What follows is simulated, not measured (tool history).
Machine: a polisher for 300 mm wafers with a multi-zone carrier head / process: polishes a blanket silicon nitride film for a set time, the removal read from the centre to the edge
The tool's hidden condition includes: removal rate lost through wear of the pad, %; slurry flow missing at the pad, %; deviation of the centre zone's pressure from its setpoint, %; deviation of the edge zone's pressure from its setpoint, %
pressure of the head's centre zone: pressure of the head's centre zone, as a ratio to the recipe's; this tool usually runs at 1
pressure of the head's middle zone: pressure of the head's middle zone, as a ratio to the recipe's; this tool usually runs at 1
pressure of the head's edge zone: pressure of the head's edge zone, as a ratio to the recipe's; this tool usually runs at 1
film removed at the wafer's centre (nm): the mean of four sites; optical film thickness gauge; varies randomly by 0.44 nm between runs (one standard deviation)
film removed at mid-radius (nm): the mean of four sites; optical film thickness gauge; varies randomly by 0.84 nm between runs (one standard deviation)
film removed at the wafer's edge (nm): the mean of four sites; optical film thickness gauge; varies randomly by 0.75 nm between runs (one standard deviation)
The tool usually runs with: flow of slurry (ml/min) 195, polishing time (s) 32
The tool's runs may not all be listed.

run	hour	flow of slurry (ml/min)	pressure of the head's centre zone	pressure of the head's middle zone	pressure of the head's edge zone	polishing time (s)	wafers since the last listed run	wafers polished on this pad	hours since the slurry nozzle was cleaned	hours since the centre zone pressure was calibrated	hours since the edge zone pressure was calibrated	hours since the carrier head's membrane was replaced	incoming thickness of the incoming film, nm	film removed at the wafer's centre (nm)	film removed at mid-radius (nm)	film removed at the wafer's edge (nm)
1	0	195	1	1.09	1	32	0	745	291.6	498.1	832.8	703.7	532.2	75.6	75	71.4
2	17.7	195	1	1.09	1	32	223	968	309.3	515.8	850.5	721.4	541.6	76	73.4	70.6
3	52.2	195	1	1.09	1	32	435	1404	343.8	550.3	885	755.9	538.1	76.1	73.8	70.6
# hour 71.1: worn pad replaced by a new one
4	71.6	225	1	0.93	1	32	194	6	363.2	569.7	904.4	775.3	544.1	78.3	69.4	73
5	80.2	225	1	0.93	1	32	108	115	371.8	578.3	913	783.9	546.8	77.6	67.6	72.8
6	88.1	225	1	0.93	1	32	99	215	379.7	586.2	920.9	791.8	547.4	77.8	69.4	72.6
7	124	175	1	1	1	39	453	668	415.6	622.1	956.8	827.7	548.9	91.4	85.1	84.8
# hour 131.9: edge zone pressure recalibrated
8	140.1	175	1	1	1	39	178	846	431.7	638.2	8.2	843.8	547.1	91.2	83.2	85.2
9	151.2	175	1	1	1	39	140	986	442.8	649.3	19.3	854.9	531.9	90.9	83.9	86.3
10	159.9	170	1	1	1	32	109	1096	451.5	658	28	863.6	544.6	74.5	69.6	70.6
11	171.8	195	1.09	0.95	0.91	25	150	1246	463.4	669.9	39.9	875.5	535.6	64.3	52.2	53.1
# hour 189.7: worn pad replaced by a new one
# hour 201.5: slurry nozzle cleaned
# hour 226.3: carrier head's membrane replaced by a new one
12	226.8	195	1	0.97	1	32	568	392	25.3	724.9	94.9	0.5	539.4	76.2	67.9	72.8
13	231.9	195	1	1	1	27	64	456	30.4	730	100	5.6	538	64.9	59.6	61.4
# hour 234.8: centre zone pressure recalibrated
14	238.1	195	1	1	1	32	53	509	36.6	3.3	106.2	11.8	537.3	69.7	70	71.7
15	250.9	240	1	0.92	0.89	38	161	671	49.4	16.1	119	24.6	546.4	87.4	81.2	82.3
16	265.1	195	1	1	1	32	179	850	63.6	30.3	133.2	38.8	549.8	70.4	70.9	72
17	273.7	195	1	1	1	32	108	959	72.2	38.9	141.8	47.4	539.2	71.4	70.3	70.9
# hour 290.8: worn pad replaced by a new one
18	321.2	195	1	1	0.9	32	549	383	119.7	86.4	189.3	94.9	539.6	72	69.3	67.9
19	338.6	195	1	1	1	22	219	603	137.1	103.8	206.7	112.3	545.3	49.9	48.4	49
20	347	195	1	1	1	32	106	709	145.5	112.2	215.1	120.7	536.7	72.9	70.4	70.8
21	359.3	195	1	1	1	32	155	864	157.8	124.5	227.4	133	545.1	72.7	70.3	71.2
22	376.5	195	0.92	1	1	32	217	1081	175	141.7	244.6	150.2	534.1	68.7	70.7	71.6
23	385.7	195	1	0.92	1	32	116	1197	184.2	150.9	253.8	159.4	543	73.1	66	70.7

Consider 3 possible next runs. They are alternatives, not a sequence: every one starts from the tool as it was left by run 23. What does each give?
A	386.1	195	1	1	1	32	5	1202	184.6	151.3	254.2	159.8	543.3	?	?	?
B	386.1	140	1	1	1	27	5	1202	184.6	151.3	254.2	159.8	543.3	?	?	?
C	386.1	230	1	1	1	32	5	1202	184.6	151.3	254.2	159.8	543.3	?	?	?

run	film removed at the wafer's centre (nm)	film removed at mid-radius (nm)	film removed at the wafer's edge (nm)
A	73.5	70.2	70.9
B	57.5	55.4	57
C	75.5	72	72.3
The same runs, with their run-to-run variation unchanged, on a tool lacking any hidden condition would have given:
run	film removed at the wafer's centre (nm)	film removed at mid-radius (nm)	film removed at the wafer's edge (nm)
A	69.5	70.2	70.9
B	54.4	55.4	57
C	71.4	72	72.3
